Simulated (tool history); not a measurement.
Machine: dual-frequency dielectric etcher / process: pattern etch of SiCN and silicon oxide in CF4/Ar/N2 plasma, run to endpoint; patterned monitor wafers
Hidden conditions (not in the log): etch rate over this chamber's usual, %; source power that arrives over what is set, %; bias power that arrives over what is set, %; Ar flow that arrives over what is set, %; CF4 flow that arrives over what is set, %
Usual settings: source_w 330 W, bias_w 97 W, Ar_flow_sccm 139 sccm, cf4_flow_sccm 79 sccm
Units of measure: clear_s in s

| run | hour | source_w | bias_w | Ar_flow_sccm | cf4_flow_sccm | wafers since the last listed run | hours since the last wet clean | hours since the last source power generator calibration | hours since the last bias power generator calibration | hours since the last Ar flow controller change | hours since the last CF4 flow controller change | hours since the last upper electrode change | incoming incoming film thickness, nm | clear_s |
|---|---|---|---|---|---|---|---|---|---|---|---|---|---|---|
| 1 | 0.0 | 330 | 97 | 139 | 79 | 0 | 131.5 | 1629.0 | 3982.9 | 3595.4 | 2736.8 | 218.6 | 9.54 | 12.5 |
| 2 | 64.4 | 330 | 97 | 139 | 79 | 703 | 195.9 | 1693.4 | 4047.3 | 3659.8 | 2801.2 | 283.0 | 9.56 | 12.5 |
| 3 | 136.4 | 360 | 75 | 139 | 79 | 786 | 267.9 | 1765.4 | 4119.3 | 3731.8 | 2873.2 | 355.0 | 9.58 | 12.8 |
| 4 | 182.3 | 360 | 87 | 139 | 79 | 501 | 313.8 | 1811.3 | 4165.2 | 3777.7 | 2919.1 | 400.9 | 9.78 | 12.3 |
| 5 | 221.0 | 330 | 85 | 120 | 79 | 422 | 352.5 | 1850.0 | 4203.9 | 3816.4 | 2957.8 | 439.6 | 9.58 | 12.9 |
|  | 275.8 | Ar flow controller replaced |
| 6 | 276.3 | 330 | 116 | 110 | 79 | 538 | 407.8 | 1905.3 | 4259.2 | 0.5 | 3013.1 | 494.9 | 9.51 | 11.4 |
|  | 321.6 | source power generator calibrated |
| 7 | 341.4 | 330 | 97 | 139 | 79 | 667 | 472.9 | 19.8 | 4324.3 | 65.6 | 3078.2 | 560.0 | 9.58 | 12.5 |
|  | 401.8 | wet clean of the chamber |
| 8 | 402.3 | 330 | 97 | 139 | 79 | 403 | 0.5 | 80.7 | 4385.2 | 126.5 | 3139.1 | 620.9 | 9.56 | 12.6 |
| 9 | 427.1 | 280 | 83 | 111 | 86 | 271 | 25.3 | 105.5 | 4410.0 | 151.3 | 3163.9 | 645.7 | 9.61 | 14.4 |
| 10 | 492.1 | 380 | 97 | 163 | 92 | 710 | 90.3 | 170.5 | 4475.0 | 216.3 | 3228.9 | 710.7 | 9.58 | 11.3 |
| 11 | 553.4 | 260 | 80 | 139 | 79 | 669 | 151.6 | 231.8 | 4536.3 | 277.6 | 3290.2 | 772.0 | 9.55 | 15.9 |
| 12 | 585.1 | 330 | 97 | 139 | 79 | 346 | 183.3 | 263.5 | 4568.0 | 309.3 | 3321.9 | 803.7 | 9.53 | 12.6 |
|  | 611.9 | bias power generator calibrated |
| 13 | 653.9 | 330 | 97 | 129 | 79 | 708 | 252.1 | 332.3 | 42.0 | 378.1 | 3390.7 | 872.5 | 9.50 | 12.3 |
|  | 670.8 | CF4 flow controller replaced |
| 14 | 684.4 | 390 | 111 | 139 | 79 | 267 | 282.6 | 362.8 | 72.5 | 408.6 | 13.6 | 903.0 | 9.54 | 10.4 |
| 15 | 751.0 | 390 | 86 | 139 | 79 | 727 | 349.2 | 429.4 | 139.1 | 475.2 | 80.2 | 969.6 | 9.57 | 11.5 |
| 16 | 787.2 | 330 | 97 | 139 | 79 | 395 | 385.4 | 465.6 | 175.3 | 511.4 | 116.4 | 1005.8 | 9.62 | 12.4 |
| 17 | 844.2 | 330 | 74 | 139 | 59 | 622 | 442.4 | 522.6 | 232.3 | 568.4 | 173.4 | 1062.8 | 9.63 | 14.3 |
|  | 885.8 | wet clean of the chamber |
| 18 | 893.6 | 300 | 97 | 139 | 79 | 277 | 7.8 | 572.0 | 281.7 | 617.8 | 222.8 | 1112.2 | 9.57 | 13.7 |
| 19 | 957.7 | 330 | 113 | 139 | 85 | 700 | 71.9 | 636.1 | 345.8 | 681.9 | 286.9 | 1176.3 | 9.67 | 12.1 |
| 20 | 981.9 | 330 | 105 | 120 | 79 | 264 | 96.1 | 660.3 | 370.0 | 706.1 | 311.1 | 1200.5 | 9.67 | 12.3 |
| 21 | 1039.2 | 330 | 97 | 139 | 79 | 626 | 153.4 | 717.6 | 427.3 | 763.4 | 368.4 | 1257.8 | 9.64 | 12.7 |
| 22 | 1064.1 | 330 | 80 | 115 | 79 | 272 | 178.3 | 742.5 | 452.2 | 788.3 | 393.3 | 1282.7 | 9.50 | 13.1 |
| 23 | 1133.6 | 400 | 97 | 129 | 79 | 759 | 247.8 | 812.0 | 521.7 | 857.8 | 462.8 | 1352.2 | 9.58 | 10.7 |
| 24 | 1174.2 | 330 | 97 | 139 | 79 | 443 | 288.4 | 852.6 | 562.3 | 898.4 | 503.4 | 1392.8 | 9.64 | 12.6 |

What if the next run were any one of these 4? Each begins from the tool's condition after run 24:
| A | 1174.6 | 330 | 97 | 139 | 72 | 4 | 288.8 | 853.0 | 562.7 | 898.8 | 503.8 | 1393.2 | 9.58 | ? |
| B | 1174.6 | 310 | 86 | 124 | 64 | 4 | 288.8 | 853.0 | 562.7 | 898.8 | 503.8 | 1393.2 | 9.58 | ? |
| C | 1174.6 | 330 | 110 | 148 | 79 | 4 | 288.8 | 853.0 | 562.7 | 898.8 | 503.8 | 1393.2 | 9.58 | ? |
| D | 1174.6 | 330 | 85 | 139 | 79 | 4 | 288.8 | 853.0 | 562.7 | 898.8 | 503.8 | 1393.2 | 9.58 | ? |

| run | clear_s |
|---|---|
| A | 12.9 |
| B | 14.1 |
| C | 12.2 |
| D | 13.3 |
With no hidden state in the tool, these same runs would have given:
| run | clear_s |
|---|---|
| A | 13.0 |
| B | 14.3 |
| C | 12.4 |
| D | 13.4 |

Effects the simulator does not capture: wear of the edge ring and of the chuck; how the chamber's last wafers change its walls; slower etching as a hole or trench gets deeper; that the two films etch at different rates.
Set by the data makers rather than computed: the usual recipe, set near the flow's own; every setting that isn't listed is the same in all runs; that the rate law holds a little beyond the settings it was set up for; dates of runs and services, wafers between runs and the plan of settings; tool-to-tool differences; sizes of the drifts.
